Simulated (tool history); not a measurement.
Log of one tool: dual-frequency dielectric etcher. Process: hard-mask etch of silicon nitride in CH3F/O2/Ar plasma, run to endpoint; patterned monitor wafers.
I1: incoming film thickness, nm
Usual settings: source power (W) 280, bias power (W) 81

{"run": 1, "hour": 0.0, "source power (W)": 310, "bias power (W)": 81, "I1": 54.8, "endpoint time (s)": 79.2}
{"run": 2, "hour": 13.9, "source power (W)": 310, "bias power (W)": 81, "I1": 54.4, "endpoint time (s)": 77.1}
{"run": 3, "hour": 40.3, "source power (W)": 280, "bias power (W)": 81, "I1": 55, "endpoint time (s)": 82.1}
{"run": 4, "hour": 62.5, "source power (W)": 280, "bias power (W)": 81, "I1": 54.3, "endpoint time (s)": 80}
{"run": 5, "hour": 90.2, "source power (W)": 280, "bias power (W)": 81, "I1": 54.6, "endpoint time (s)": 82}
{"run": 6, "hour": 112.9, "source power (W)": 240, "bias power (W)": 81, "I1": 54.7, "endpoint time (s)": 86.4}
{"run": 7, "hour": 127.0, "source power (W)": 240, "bias power (W)": 81, "I1": 55.4, "endpoint time (s)": 87.6}
{"run": 8, "hour": 162.0, "source power (W)": 240, "bias power (W)": 81, "I1": 54.7, "endpoint time (s)": 86.7}
{"run": 9, "hour": 182.9, "source power (W)": 230, "bias power (W)": 81, "I1": 54.8, "endpoint time (s)": 89.1}
{"run": 10, "hour": 214.7, "source power (W)": 230, "bias power (W)": 81, "I1": 54.4, "endpoint time (s)": 88.6}
{"run": 11, "hour": 250.0, "source power (W)": 250, "bias power (W)": 81, "I1": 55, "endpoint time (s)": 85.5}
{"run": 12, "hour": 272.2, "source power (W)": 250, "bias power (W)": 81, "I1": 54.6, "endpoint time (s)": 85.3}
{"run": 13, "hour": 290.3, "source power (W)": 250, "bias power (W)": 81, "I1": 54.9, "endpoint time (s)": 85.3}
{"hour": 328.1, "done": "wet clean of the chamber"}
{"hour": 330.8, "done": "bias power generator calibrated"}
{"run": 14, "hour": 331.3, "source power (W)": 320, "bias power (W)": 81, "I1": 54.2, "endpoint time (s)": 76.6}
{"run": 15, "hour": 347.8, "source power (W)": 320, "bias power (W)": 81, "I1": 54.7, "endpoint time (s)": 77.5}
{"run": 16, "hour": 436.9, "source power (W)": 280, "bias power (W)": 81, "I1": 54.7, "endpoint time (s)": 82.3}
{"run": 17, "hour": 472.1, "source power (W)": 280, "bias power (W)": 92, "I1": 54, "endpoint time (s)": 78.3}
{"hour": 500.7, "done": "upper electrode replaced"}
{"run": 18, "hour": 501.2, "source power (W)": 260, "bias power (W)": 91, "I1": 55.1, "endpoint time (s)": 82.5}
{"hour": 509.3, "done": "source power generator calibrated"}
{"run": 19, "hour": 513.7, "source power (W)": 310, "bias power (W)": 72, "I1": 54.6, "endpoint time (s)": 81.2}
{"run": 20, "hour": 545.6, "source power (W)": 210, "bias power (W)": 74, "I1": 55.2, "endpoint time (s)": 95.8}
{"run": 21, "hour": 564.9, "source power (W)": 330, "bias power (W)": 63, "I1": 55, "endpoint time (s)": 82.3}
{"run": 22, "hour": 591.5, "source power (W)": 330, "bias power (W)": 71, "I1": 55, "endpoint time (s)": 80.2}
{"run": 23, "hour": 622.9, "source power (W)": 350, "bias power (W)": 71, "I1": 54.6, "endpoint time (s)": 77.6}
{"run": 24, "hour": 639.2, "source power (W)": 240, "bias power (W)": 81, "I1": 54.4, "endpoint time (s)": 86.9}
{"run": 25, "hour": 663.3, "source power (W)": 280, "bias power (W)": 81, "I1": 54.9, "endpoint time (s)": 81.8}
{"run": 26, "hour": 691.0, "source power (W)": 340, "bias power (W)": 63, "I1": 55, "endpoint time (s)": 82.3}
{"run": 27, "hour": 708.5, "source power (W)": 310, "bias power (W)": 62, "I1": 54.2, "endpoint time (s)": 84.5}
{"run": 28, "hour": 725.6, "source power (W)": 280, "bias power (W)": 81, "I1": 54.7, "endpoint time (s)": 82.1}
{"run": 29, "hour": 749.0, "source power (W)": 280, "bias power (W)": 94, "I1": 55.4, "endpoint time (s)": 79.7}
{"run": 30, "hour": 766.4, "source power (W)": 230, "bias power (W)": 72, "I1": 54.8, "endpoint time (s)": 91.5}
{"run": 31, "hour": 797.0, "source power (W)": 310, "bias power (W)": 61, "I1": 54, "endpoint time (s)": 84}
{"run": 32, "hour": 820.5, "source power (W)": 280, "bias power (W)": 81, "I1": 54, "endpoint time (s)": 80.9}
{"run": 33, "hour": 907.4, "source power (W)": 300, "bias power (W)": 74, "I1": 54.6, "endpoint time (s)": 80.9}
{"hour": 951.9, "done": "wet clean of the chamber"}
{"run": 34, "hour": 952.4, "source power (W)": 300, "bias power (W)": 87, "I1": 54.1, "endpoint time (s)": 76.6}

What the log doesn't show, run by run:
etch rate over this chamber's usual, %: 0 in every run
source power that arrives over what is set, %: 0 in every run
bias power that arrives over what is set, %: 0 in every run

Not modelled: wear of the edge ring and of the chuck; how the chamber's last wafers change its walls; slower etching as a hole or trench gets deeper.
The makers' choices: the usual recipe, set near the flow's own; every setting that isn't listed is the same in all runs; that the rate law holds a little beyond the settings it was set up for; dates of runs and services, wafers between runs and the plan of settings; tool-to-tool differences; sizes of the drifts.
